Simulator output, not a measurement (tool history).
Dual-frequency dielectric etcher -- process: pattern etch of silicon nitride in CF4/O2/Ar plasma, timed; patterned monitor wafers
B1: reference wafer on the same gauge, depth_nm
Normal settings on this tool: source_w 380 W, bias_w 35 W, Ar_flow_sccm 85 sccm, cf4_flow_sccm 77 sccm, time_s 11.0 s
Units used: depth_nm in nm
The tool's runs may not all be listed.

run 1 hour=0.0 | source_w=380 bias_w=35 Ar_flow_sccm=78 cf4_flow_sccm=77 time_s=11.0 | B1=11.30 | depth_nm=13.19
-- hour=30.6 source power generator calibrated
run 2 hour=69.3 | source_w=380 bias_w=35 Ar_flow_sccm=78 cf4_flow_sccm=77 time_s=11.0 | B1=11.31 | depth_nm=13.87
run 3 hour=124.0 | source_w=380 bias_w=35 Ar_flow_sccm=85 cf4_flow_sccm=77 time_s=11.0 | B1=11.29 | depth_nm=13.64
run 4 hour=153.5 | source_w=380 bias_w=35 Ar_flow_sccm=85 cf4_flow_sccm=77 time_s=11.0 | B1=11.28 | depth_nm=13.49
-- hour=201.5 CF4 flow controller replaced
-- hour=237.6 wet clean of the chamber
run 5 hour=356.8 | source_w=380 bias_w=30 Ar_flow_sccm=85 cf4_flow_sccm=77 time_s=9.5 | B1=11.30 | depth_nm=11.39
run 6 hour=402.5 | source_w=380 bias_w=35 Ar_flow_sccm=85 cf4_flow_sccm=77 time_s=11.0 | B1=11.30 | depth_nm=13.57
run 7 hour=445.5 | source_w=300 bias_w=35 Ar_flow_sccm=76 cf4_flow_sccm=77 time_s=7.5 | B1=11.31 | depth_nm=7.53
-- hour=471.1 bias power generator calibrated
run 8 hour=482.6 | source_w=430 bias_w=35 Ar_flow_sccm=85 cf4_flow_sccm=93 time_s=14.0 | B1=11.31 | depth_nm=19.63
run 9 hour=534.0 | source_w=380 bias_w=31 Ar_flow_sccm=85 cf4_flow_sccm=77 time_s=11.0 | B1=11.28 | depth_nm=12.86
-- hour=590.1 Ar flow controller replaced
-- hour=657.8 wet clean of the chamber
run 10 hour=658.3 | source_w=330 bias_w=30 Ar_flow_sccm=85 cf4_flow_sccm=87 time_s=12.5 | B1=11.30 | depth_nm=13.30
run 11 hour=707.0 | source_w=380 bias_w=35 Ar_flow_sccm=85 cf4_flow_sccm=77 time_s=11.0 | B1=11.30 | depth_nm=13.78
-- hour=739.1 upper electrode replaced
-- hour=746.4 gauge calibrated
run 12 hour=768.0 | source_w=380 bias_w=30 Ar_flow_sccm=85 cf4_flow_sccm=77 time_s=11.0 | B1=11.28 | depth_nm=12.98
run 13 hour=837.7 | source_w=380 bias_w=35 Ar_flow_sccm=85 cf4_flow_sccm=77 time_s=11.0 | B1=11.30 | depth_nm=13.71
run 14 hour=899.5 | source_w=280 bias_w=35 Ar_flow_sccm=85 cf4_flow_sccm=84 time_s=9.0 | B1=11.30 | depth_nm=8.31
run 15 hour=944.5 | source_w=380 bias_w=35 Ar_flow_sccm=70 cf4_flow_sccm=77 time_s=11.0 | B1=11.30 | depth_nm=13.76
run 16 hour=998.0 | source_w=380 bias_w=35 Ar_flow_sccm=85 cf4_flow_sccm=77 time_s=11.0 | B1=11.29 | depth_nm=13.25
run 17 hour=1061.0 | source_w=380 bias_w=35 Ar_flow_sccm=85 cf4_flow_sccm=77 time_s=11.0 | B1=11.29 | depth_nm=13.21
-- hour=1118.9 wet clean of the chamber
run 18 hour=1119.4 | source_w=310 bias_w=35 Ar_flow_sccm=101 cf4_flow_sccm=62 time_s=11.0 | B1=11.30 | depth_nm=10.67

Expected results for the next run?
run 19 hour=1181.4 | source_w=440 bias_w=35 Ar_flow_sccm=97 cf4_flow_sccm=77 time_s=11.0 | B1=? | depth_nm=?

Run 19 came out at B1 11.30, depth_nm 15.25 nm.
On a tool with no hidden condition, and with the same random variation, this run would have come out at depth_nm 15.78 nm.

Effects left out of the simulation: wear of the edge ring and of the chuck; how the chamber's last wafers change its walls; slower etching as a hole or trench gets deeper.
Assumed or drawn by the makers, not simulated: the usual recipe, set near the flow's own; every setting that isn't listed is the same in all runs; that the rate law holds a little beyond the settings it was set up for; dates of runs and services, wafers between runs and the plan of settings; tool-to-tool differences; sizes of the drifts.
